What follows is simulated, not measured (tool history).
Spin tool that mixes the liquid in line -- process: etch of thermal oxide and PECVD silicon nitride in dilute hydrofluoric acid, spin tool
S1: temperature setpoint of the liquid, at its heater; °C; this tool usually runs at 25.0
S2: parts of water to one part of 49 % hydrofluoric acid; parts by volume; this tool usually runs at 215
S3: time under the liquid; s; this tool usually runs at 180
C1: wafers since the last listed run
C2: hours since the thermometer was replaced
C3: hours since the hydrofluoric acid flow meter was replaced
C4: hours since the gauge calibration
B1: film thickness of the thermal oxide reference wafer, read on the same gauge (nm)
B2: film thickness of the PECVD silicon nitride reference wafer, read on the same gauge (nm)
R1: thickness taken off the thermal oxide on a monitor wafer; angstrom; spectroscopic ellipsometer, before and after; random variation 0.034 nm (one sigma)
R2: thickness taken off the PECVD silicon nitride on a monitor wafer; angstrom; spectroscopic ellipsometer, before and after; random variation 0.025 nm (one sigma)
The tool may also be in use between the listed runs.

run	hour	S1	S2	S3	C1	C2	C3	C4	B1	B2	R1	R2
1	0.0	25.0	215	240	0	1320.5	1007.9	712.0	110.022	39.981	41.91	35.86
2	62.7	25.0	215	240	515	1383.2	1070.6	774.7	109.984	39.974	41.88	36.36
3	153.8	27.5	215	180	748	1474.3	1161.7	865.8	109.995	39.983	34.29	31.22
4	255.8	25.0	215	180	838	1576.3	1263.7	967.8	109.978	39.989	30.74	26.40
5	350.4	25.0	215	180	777	1670.9	1358.3	1062.4	109.996	39.987	29.98	26.22
6	454.3	25.0	215	180	853	1774.8	1462.2	1166.3	109.985	39.982	30.48	25.50
7	509.0	25.0	215	180	449	1829.5	1516.9	1221.0	109.993	39.979	30.29	25.20
8	581.7	25.0	215	180	597	1902.2	1589.6	1293.7	110.013	39.996	29.84	25.44
# hour 607.4: thermometer replaced
9	625.9	25.0	215	180	354	18.5	1633.8	1337.9	109.982	39.951	33.03	30.06
10	939.8	25.0	215	180	2579	332.4	1947.7	1651.8	110.029	40.013	32.05	29.08
11	978.0	26.5	160	75	313	370.6	1985.9	1690.0	109.978	40.050	20.60	17.78
12	1081.7	26.5	185	100	852	474.3	2089.6	1793.7	110.010	39.959	21.92	20.37
13	1132.7	25.0	215	180	419	525.3	2140.6	1844.7	110.000	39.977	31.11	28.05
14	1169.1	26.5	285	180	299	561.7	2177.0	1881.1	110.009	40.048	23.36	23.22
15	1266.6	29.5	215	260	801	659.2	2274.5	1978.6	109.981	40.055	53.09	52.88
16	1341.5	25.0	215	180	615	734.1	2349.4	2053.5	109.982	40.014	31.21	27.83
17	1412.6	25.0	315	180	584	805.2	2420.5	2124.6	109.994	39.960	19.13	19.02
18	1494.1	25.0	215	180	669	886.7	2502.0	2206.1	109.977	40.019	30.49	26.97
# hour 1537.4: hydrofluoric acid flow meter replaced
19	1564.9	25.0	215	265	573	957.5	27.5	2276.9	110.008	40.003	50.66	44.34
# hour 1585.8: gauge calibrated
20	1622.5	25.0	215	180	473	1015.1	85.1	36.7	110.019	40.041	34.48	30.12
21	1724.9	25.0	215	125	841	1117.5	187.5	139.1	110.016	39.970	23.58	20.27
22	2044.3	27.5	215	105	2624	1436.9	506.9	458.5	110.011	39.962	21.39	19.32
23	2365.8	25.0	215	180	2641	1758.4	828.4	780.0	110.004	40.007	31.63	27.40
24	2427.1	20.0	270	180	503	1819.7	889.7	841.3	110.033	40.016	19.81	15.59
25	2532.5	26.5	215	180	866	1925.1	995.1	946.7	109.983	39.993	33.26	29.51
26	2570.2	28.5	180	180	309	1962.8	1032.8	984.4	109.970	39.989	44.10	39.31

For each run, the measured value with the value that run would have given without the tool's hidden condition subtracted. The run-to-run variation is shared by both, the gauge scatter possibly not:
What the log doesn't record here: liquid colder than its thermometer reads (K); hydrofluoric acid flow below the setpoint (%); gauge reads high (%).
run	R1	R2
1	-6.96	-8.05
2	-7.28	-8.53
3	-6.26	-7.65
4	-6.08	-7.03
5	-6.27	-7.39
6	-6.78	-7.61
7	-6.94	-7.78
8	-7.12	-8.16
9	-3.76	-2.92
10	-4.81	-4.14
11	-3.11	-2.64
12	-3.63	-3.35
13	-5.41	-4.81
14	-4.30	-4.07
15	-10.14	-10.11
16	-6.23	-5.65
17	-4.13	-4.01
18	-6.69	-6.14
19	-3.21	-4.61
20	-2.40	-3.37
21	-1.89	-2.56
22	-2.44	-3.29
23	-4.83	-6.11
24	-3.24	-3.69
25	-5.68	-7.28
26	-7.70	-9.91
